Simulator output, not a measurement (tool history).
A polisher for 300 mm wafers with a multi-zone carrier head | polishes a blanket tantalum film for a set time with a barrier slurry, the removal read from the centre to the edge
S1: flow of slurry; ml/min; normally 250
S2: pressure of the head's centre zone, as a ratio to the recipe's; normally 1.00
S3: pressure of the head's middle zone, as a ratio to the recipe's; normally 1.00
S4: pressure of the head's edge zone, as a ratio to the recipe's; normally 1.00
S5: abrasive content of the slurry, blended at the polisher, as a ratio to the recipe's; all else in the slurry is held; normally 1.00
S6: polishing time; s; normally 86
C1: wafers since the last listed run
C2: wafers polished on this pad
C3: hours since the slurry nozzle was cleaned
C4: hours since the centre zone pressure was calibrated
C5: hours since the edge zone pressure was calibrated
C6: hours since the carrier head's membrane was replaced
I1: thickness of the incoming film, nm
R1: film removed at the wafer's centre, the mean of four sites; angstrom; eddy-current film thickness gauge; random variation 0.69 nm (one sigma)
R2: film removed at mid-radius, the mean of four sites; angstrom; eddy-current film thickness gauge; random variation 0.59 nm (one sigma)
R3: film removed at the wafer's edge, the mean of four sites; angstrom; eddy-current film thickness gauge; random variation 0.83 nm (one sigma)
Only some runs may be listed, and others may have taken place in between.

run   hour   S1    S2    S3    S4    S5   S6   C1   C2     C3     C4     C5      C6     I1   R1   R2   R3
  1    0.0  250  1.00  1.00  1.00  1.00   86    0    5  223.0  148.0  815.5  1715.2  320.2  761  713  726
  2   23.4  250  1.00  1.00  1.00  1.00   86  292  297  246.4  171.4  838.9  1738.6  316.6  771  711  708
  3   36.7  250  1.00  1.00  1.00  1.00   86  166  463  259.7  184.7  852.2  1751.9  319.5  777  700  708
  4   67.8  250  1.00  1.00  1.00  1.00   86  388  851  290.8  215.8  883.3  1783.0  319.3  789  703  719
      97.2  -- worn pad replaced by a new one
  5   97.7  250  1.00  1.00  1.00  1.00   86  323    6  320.7  245.7  913.2  1812.9  320.5  784  711  702
  6  130.2  305  1.00  1.00  1.00  1.00   86  405  411  353.2  278.2  945.7  1845.4  313.9  824  721  740
     136.1  -- slurry nozzle cleaned
     144.4  -- edge zone pressure recalibrated
  7  165.7  250  1.00  1.00  1.00  1.00   86  405  817   29.6  313.7   21.3  1880.9  319.5  798  702  706
     184.5  -- worn pad replaced by a new one
  8  187.9  250  1.00  1.00  1.00  1.00   86  227   42   51.8  335.9   43.5  1903.1  322.0  806  709  717
  9  200.6  250  1.00  0.90  1.00  1.00  103  158  201   64.5  348.6   56.2  1915.8  319.3  978  778  836
     207.7  -- carrier head's membrane replaced by a new one, of another model than before
     225.5  -- centre zone pressure recalibrated
 10  232.2  250  1.00  1.00  1.00  1.00  102  307  508   96.1    6.7   87.8    24.5  316.1  873  825  834
 11  254.1  250  1.00  1.00  1.00  0.85   86  273  781  118.0   28.6  109.7    46.4  318.9  728  692  706
 12  270.0  250  0.96  1.00  1.00  1.00   86  198  980  133.9   44.5  125.6    62.3  321.8  702  699  714
     274.1  -- worn pad replaced by a new one
 13  286.0  215  0.96  1.00  1.00  0.90   86  149  148  149.9   60.5  141.6    78.3  321.5  685  686  705
 14  298.5  250  1.00  1.00  1.00  0.80   86  156  304  162.4   73.0  154.1    90.8  318.8  721  679  693
 15  327.2  250  1.00  1.00  1.00  1.00   86  358  663  191.1  101.7  182.8   119.5  316.1  767  700  727
 16  349.3  250  1.00  1.00  1.00  1.00   86  275  939  213.2  123.8  204.9   141.6  326.4  761  699  710
     371.6  -- worn pad replaced by a new one
 17  372.1  195  1.00  1.05  1.00  1.00   86  234    5  236.0  146.6  227.7   164.4  319.5  751  743  701

What was the tool's hidden state at every run in the log?
removal rate lost through wear of the pad, %: 0, the same for each run
slurry flow missing at the pad, %: 0, the same for each run
deviation of the edge zone's pressure from its setpoint, %: 0, the same for each run
H1: deviation of the centre zone's pressure from its setpoint, %
run      H1
  1    4.11
  2    4.92
  3    5.38
  4    6.45
  5    7.47
  6    8.59
  7    9.81
  8    10.6
  9      11
 10  -0.889
 11  -0.136
 12    0.41
 13    0.96
 14    1.39
 15    2.38
 16    3.14
 17    3.92
